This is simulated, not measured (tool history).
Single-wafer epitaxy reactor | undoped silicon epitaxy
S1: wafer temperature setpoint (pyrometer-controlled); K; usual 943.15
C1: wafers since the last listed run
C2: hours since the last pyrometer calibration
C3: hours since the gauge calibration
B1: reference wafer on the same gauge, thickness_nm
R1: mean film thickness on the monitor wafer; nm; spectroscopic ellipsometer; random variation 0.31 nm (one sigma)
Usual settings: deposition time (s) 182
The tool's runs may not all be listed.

{"run": 1, "hour": 0.0, "S1": 943.15, "deposition time (s)": 168, "C1": 0, "C2": 915.4, "C3": 794.9, "B1": 61.911, "R1": 48.552}
{"run": 2, "hour": 43.2, "S1": 943.15, "deposition time (s)": 182, "C1": 491, "C2": 958.6, "C3": 838.1, "B1": 62.008, "R1": 52.484}
{"run": 3, "hour": 101.8, "S1": 943.15, "deposition time (s)": 182, "C1": 666, "C2": 1017.2, "C3": 896.7, "B1": 61.913, "R1": 52.223}
{"run": 4, "hour": 148.7, "S1": 943.15, "deposition time (s)": 182, "C1": 533, "C2": 1064.1, "C3": 943.6, "B1": 61.78, "R1": 51.475}
{"run": 5, "hour": 197.9, "S1": 943.15, "deposition time (s)": 182, "C1": 559, "C2": 1113.3, "C3": 992.8, "B1": 61.868, "R1": 51.962}
{"run": 6, "hour": 249.2, "S1": 943.15, "deposition time (s)": 182, "C1": 583, "C2": 1164.6, "C3": 1044.1, "B1": 61.809, "R1": 51.817}
{"run": 7, "hour": 320.6, "S1": 943.15, "deposition time (s)": 182, "C1": 812, "C2": 1236, "C3": 1115.5, "B1": 62.024, "R1": 52.609}
{"run": 8, "hour": 361.3, "S1": 943.15, "deposition time (s)": 153, "C1": 463, "C2": 1276.7, "C3": 1156.2, "B1": 61.991, "R1": 43.385}
{"run": 9, "hour": 428.5, "S1": 943.15, "deposition time (s)": 162, "C1": 764, "C2": 1343.9, "C3": 1223.4, "B1": 62.028, "R1": 46.273}
{"run": 10, "hour": 495.3, "S1": 943.15, "deposition time (s)": 162, "C1": 760, "C2": 1410.7, "C3": 1290.2, "B1": 61.816, "R1": 46.203}
{"run": 11, "hour": 520.6, "S1": 943.15, "deposition time (s)": 182, "C1": 287, "C2": 1436, "C3": 1315.5, "B1": 61.913, "R1": 51.18}
{"run": 12, "hour": 573.0, "S1": 943.15, "deposition time (s)": 204, "C1": 596, "C2": 1488.4, "C3": 1367.9, "B1": 61.936, "R1": 57.987}
{"run": 13, "hour": 608.4, "S1": 943.15, "deposition time (s)": 167, "C1": 402, "C2": 1523.8, "C3": 1403.3, "B1": 61.788, "R1": 47.745}
{"run": 14, "hour": 634.8, "S1": 943.15, "deposition time (s)": 167, "C1": 300, "C2": 1550.2, "C3": 1429.7, "B1": 61.859, "R1": 47.57}
{"run": 15, "hour": 699.7, "S1": 943.15, "deposition time (s)": 182, "C1": 738, "C2": 1615.1, "C3": 1494.6, "B1": 61.941, "R1": 51.628}
{"run": 16, "hour": 757.5, "S1": 943.15, "deposition time (s)": 182, "C1": 657, "C2": 1672.9, "C3": 1552.4, "B1": 61.919, "R1": 51.789}
{"run": 17, "hour": 810.5, "S1": 943.15, "deposition time (s)": 182, "C1": 603, "C2": 1725.9, "C3": 1605.4, "B1": 61.72, "R1": 51.633}
{"run": 18, "hour": 867.5, "S1": 943.15, "deposition time (s)": 182, "C1": 648, "C2": 1782.9, "C3": 1662.4, "B1": 61.898, "R1": 51.582}
{"run": 19, "hour": 916.5, "S1": 955.15, "deposition time (s)": 211, "C1": 557, "C2": 1831.9, "C3": 1711.4, "B1": 61.787, "R1": 77.025}
{"run": 20, "hour": 984.5, "S1": 943.15, "deposition time (s)": 192, "C1": 773, "C2": 1899.9, "C3": 1779.4, "B1": 62.052, "R1": 54.763}
{"run": 21, "hour": 1020.3, "S1": 943.15, "deposition time (s)": 182, "C1": 407, "C2": 1935.7, "C3": 1815.2, "B1": 61.812, "R1": 51.638}
{"run": 22, "hour": 1077.4, "S1": 943.15, "deposition time (s)": 182, "C1": 649, "C2": 1992.8, "C3": 1872.3, "B1": 61.855, "R1": 51.808}
{"run": 23, "hour": 1144.9, "S1": 943.15, "deposition time (s)": 182, "C1": 768, "C2": 2060.3, "C3": 1939.8, "B1": 61.827, "R1": 51.593}
{"run": 24, "hour": 1205.6, "S1": 955.15, "deposition time (s)": 159, "C1": 690, "C2": 2121, "C3": 2000.5, "B1": 61.922, "R1": 57.634}

Forecast run 25:
{"run": 25, "hour": 1259.6, "S1": 943.15, "deposition time (s)": 182, "C1": 614, "C2": 2175, "C3": 2054.5, "B1": "?", "R1": "?"}

B1: 61.949
R1: 51.482 nm
Without the tool's hidden state the same run would have given R1 53.781 nm.
